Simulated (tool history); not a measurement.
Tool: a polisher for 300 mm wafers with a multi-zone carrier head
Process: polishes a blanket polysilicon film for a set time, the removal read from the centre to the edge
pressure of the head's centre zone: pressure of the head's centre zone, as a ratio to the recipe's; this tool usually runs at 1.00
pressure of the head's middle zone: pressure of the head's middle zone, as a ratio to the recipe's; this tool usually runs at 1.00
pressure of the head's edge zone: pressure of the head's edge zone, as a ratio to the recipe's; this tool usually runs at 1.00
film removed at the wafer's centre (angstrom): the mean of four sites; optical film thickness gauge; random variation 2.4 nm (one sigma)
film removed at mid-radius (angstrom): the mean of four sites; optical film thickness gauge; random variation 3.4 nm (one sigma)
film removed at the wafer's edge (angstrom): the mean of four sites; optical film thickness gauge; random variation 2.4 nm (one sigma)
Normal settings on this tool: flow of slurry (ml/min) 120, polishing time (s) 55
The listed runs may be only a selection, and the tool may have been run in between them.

run	hour	flow of slurry (ml/min)	pressure of the head's centre zone	pressure of the head's middle zone	pressure of the head's edge zone	polishing time (s)	incoming thickness of the incoming film, nm	film removed at the wafer's centre (angstrom)	film removed at mid-radius (angstrom)	film removed at the wafer's edge (angstrom)
1	0.0	120	1.00	1.00	1.00	55	971.0	3510	3562	3573
2	7.5	120	1.00	1.00	1.00	55	961.1	3509	3508	3585
3	22.8	120	1.00	1.00	1.00	55	958.8	3519	3538	3589
4	37.7	120	1.00	1.00	1.00	55	963.6	3510	3564	3568
# hour 42.9: worn pad replaced by a new one
5	48.7	120	1.00	1.00	1.00	55	969.0	3490	3564	3572
6	60.3	120	1.00	1.00	1.00	55	980.5	3534	3559	3593
7	75.2	120	1.00	1.00	1.00	40	988.0	2508	2578	2604
8	91.6	120	1.00	1.00	1.00	51	968.3	3273	3324	3259
# hour 103.0: slurry nozzle cleaned
9	105.7	120	1.00	1.00	1.00	51	960.4	3262	3285	3272
# hour 112.8: centre zone pressure recalibrated
# hour 124.0: worn pad replaced by a new one
10	124.5	160	1.00	1.00	0.93	49	970.6	3339	3343	3257
11	137.1	120	0.88	1.04	0.93	42	959.3	2525	2793	2647
# hour 148.5: carrier head's membrane replaced by a new one
# hour 150.5: edge zone pressure recalibrated
12	151.0	105	0.94	1.07	0.94	55	981.5	3271	3647	3384
13	158.8	120	0.95	1.10	0.91	67	974.3	4157	4615	4150
14	171.6	145	1.00	1.03	1.00	74	966.8	4990	5002	4937
15	178.6	160	1.00	1.00	0.93	49	987.4	3341	3403	3204
16	188.1	120	1.00	1.00	1.00	55	982.5	3468	3558	3575
17	197.5	120	1.00	1.00	1.00	55	976.3	3496	3510	3596
# hour 210.2: worn pad replaced by a new one
18	211.1	120	1.00	1.00	1.00	55	981.5	3506	3530	3564
19	223.3	140	1.00	1.06	0.92	60	970.1	4017	4187	3786
20	230.0	120	0.89	0.88	1.07	43	979.0	2549	2520	2868
21	242.4	120	1.00	1.00	1.00	55	974.3	3549	3577	3556
22	257.4	120	1.00	1.00	1.00	66	969.3	4228	4287	4280
23	269.4	120	1.08	1.00	1.00	40	987.3	2661	2562	2595

What if the next run were any one of these 3? Each begins from the tool's condition after run 23:
A	269.8	120	1.00	1.10	1.00	55	970.4	?	?	?
B	269.8	80	0.97	1.07	1.00	66	970.4	?	?	?
C	269.8	120	1.00	1.05	0.94	55	970.4	?	?	?

run	film removed at the wafer's centre (angstrom)	film removed at mid-radius (angstrom)	film removed at the wafer's edge (angstrom)
A	3488	3769	3584
B	3594	3931	3975
C	3487	3628	3503
With the hidden condition removed and each run's random variation left untouched, the same runs would have given:
run	film removed at the wafer's centre (angstrom)	film removed at mid-radius (angstrom)	film removed at the wafer's edge (angstrom)
A	3488	3769	3584
B	3594	3931	3975
C	3487	3628	3503
